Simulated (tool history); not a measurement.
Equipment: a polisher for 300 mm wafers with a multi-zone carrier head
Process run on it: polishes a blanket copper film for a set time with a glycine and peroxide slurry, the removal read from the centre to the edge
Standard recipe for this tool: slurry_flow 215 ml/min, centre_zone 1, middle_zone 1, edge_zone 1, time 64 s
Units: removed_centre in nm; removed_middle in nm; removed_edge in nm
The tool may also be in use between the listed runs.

run     day  slurry_flow  centre_zone  middle_zone  edge_zone  time  wafers since the last listed run  wafers polished on this pad  hours since the slurry nozzle was cleaned  hours since the centre zone pressure was calibrated  hours since the edge zone pressure was calibrated  hours since the carrier head's membrane was replaced  incoming thickness of the incoming film, nm  removed_centre  removed_middle  removed_edge
  1       0          215            1            1          1    64                                 0                          399                                      103.4                                                  311                                              837.5                                                 553.5                                       1456.2           305.9           309.4         301.7
  2   2.529          215            1            1          1    64                               681                         1081                                      164.1                                                371.7                                              898.2                                                 614.2                                       1434.9           307.2           311.1         291.2
      3.296  -- carrier head's membrane replaced by a new one
  3   3.738          215         1.06         0.94          1    64                               269                         1350                                      193.1                                                400.7                                              927.2                                                  10.6                                       1441.9           321.2           297.6         301.7
      4.317  -- edge zone pressure recalibrated
      5.583  -- worn pad replaced by a new one
  4    5.65          215         1.06         0.94          1    64                               448                           18                                        239                                                446.6                                                 32                                                  56.5                                       1446.6             324           292.2         306.7
      6.629  -- slurry nozzle cleaned
  5   8.662          215            1         0.96          1    64                               801                          819                                       48.8                                                518.9                                              104.3                                                 128.8                                       1470.5           307.7           301.2           307
  6  10.008          215         1.06         1.04       0.92    64                               362                         1182                                       81.1                                                551.2                                              136.6                                                 161.1                                       1444.8           318.6           319.2         288.6
  7  11.404          215         1.07         1.05          1    64                               376                         1558                                      114.6                                                584.7                                              170.1                                                 194.6                                         1424           326.4           322.7         301.8
     11.658  -- worn pad replaced by a new one
  8  12.017          215            1         1.09          1    48                               120                           96                                      129.3                                                599.4                                              184.8                                                 209.3                                       1445.5           229.8           244.4         227.3
     12.108  -- centre zone pressure recalibrated
  9  13.221          215            1            1          1    42                               302                          398                                      158.2                                                 26.7                                              213.7                                                 238.2                                       1453.8           200.4           201.3         193.9
 10  14.092          215            1          1.1       1.09    64                               234                          633                                      179.1                                                 47.6                                              234.6                                                 259.1                                       1440.4           310.9           330.9         310.8
 11  15.121          285          0.9            1          1    64                               277                          911                                      203.8                                                 72.3                                              259.3                                                 283.8                                       1436.6           281.5           325.7         305.6
     16.262  -- slurry nozzle cleaned
 12  16.554          215            1            1          1    64                               375                         1286                                          7                                                106.7                                              293.7                                                 318.2                                       1443.5           307.7           308.4           298
 13  17.279          215            1         1.06          1    47                               195                         1481                                       24.4                                                124.1                                              311.1                                                 335.6                                       1455.5           227.1             239         219.7
      17.65  -- worn pad replaced by a new one
 14  17.779          180            1         1.06          1    70                                89                           35                                       36.4                                                136.1                                              323.1                                                 347.6                                         1465           329.5           345.1         327.7
 15  18.358          215         1.12         0.92       0.96    64                               156                          191                                       50.3                                                  150                                                337                                                 361.5                                       1435.6           345.5           289.1         291.4
 16  18.983          215            1            1       1.05    64                               168                          360                                       65.3                                                  165                                                352                                                 376.5                                       1442.1           304.5           308.7         309.1
 17  19.512          215            1            1          1    64                               142                          502                                         78                                                177.7                                              364.7                                                 389.2                                       1424.5           303.9             314         293.7
 18  20.583          215            1            1          1    64                               288                          791                                      103.7                                                203.4                                              390.4                                                 414.9                                       1462.9           303.9           302.1         293.9
 19   21.25          215            1            1          1    64                               179                          971                                      119.7                                                219.4                                              406.4                                                 430.9                                       1441.5           302.6           313.8           301
 20  22.333          215         0.97         0.93       1.03    64                               292                         1263                                      145.7                                                245.4                                              432.4                                                 456.9                                       1431.8           293.2             294         303.5
 21  23.021          215         1.11         1.03       0.91    56                               185                         1448                                      162.2                                                261.9                                              448.9                                                 473.4                                       1434.2           298.3           279.7         245.1

Hidden condition of the tool, last listed run before each entry between runs versus first listed run after:
In the gap between runs 2 and 3: carrier head's membrane replaced by a new one (day 3.296)
  the hidden state is the same at both runs
In the gap between runs 3 and 4: edge zone pressure recalibrated (day 4.317); worn pad replaced by a new one (day 5.583)
  the hidden state is the same at both runs
In the gap between runs 4 and 5: slurry nozzle cleaned (day 6.629)
  the hidden state is the same at both runs
In the gap between runs 7 and 8: worn pad replaced by a new one (day 11.658)
  the hidden state is the same at both runs
In the gap between runs 8 and 9: centre zone pressure recalibrated (day 12.108)
  the hidden state is the same at both runs
In the gap between runs 11 and 12: slurry nozzle cleaned (day 16.262)
  the hidden state is the same at both runs
In the gap between runs 13 and 14: worn pad replaced by a new one (day 17.65)
  the hidden state is the same at both runs

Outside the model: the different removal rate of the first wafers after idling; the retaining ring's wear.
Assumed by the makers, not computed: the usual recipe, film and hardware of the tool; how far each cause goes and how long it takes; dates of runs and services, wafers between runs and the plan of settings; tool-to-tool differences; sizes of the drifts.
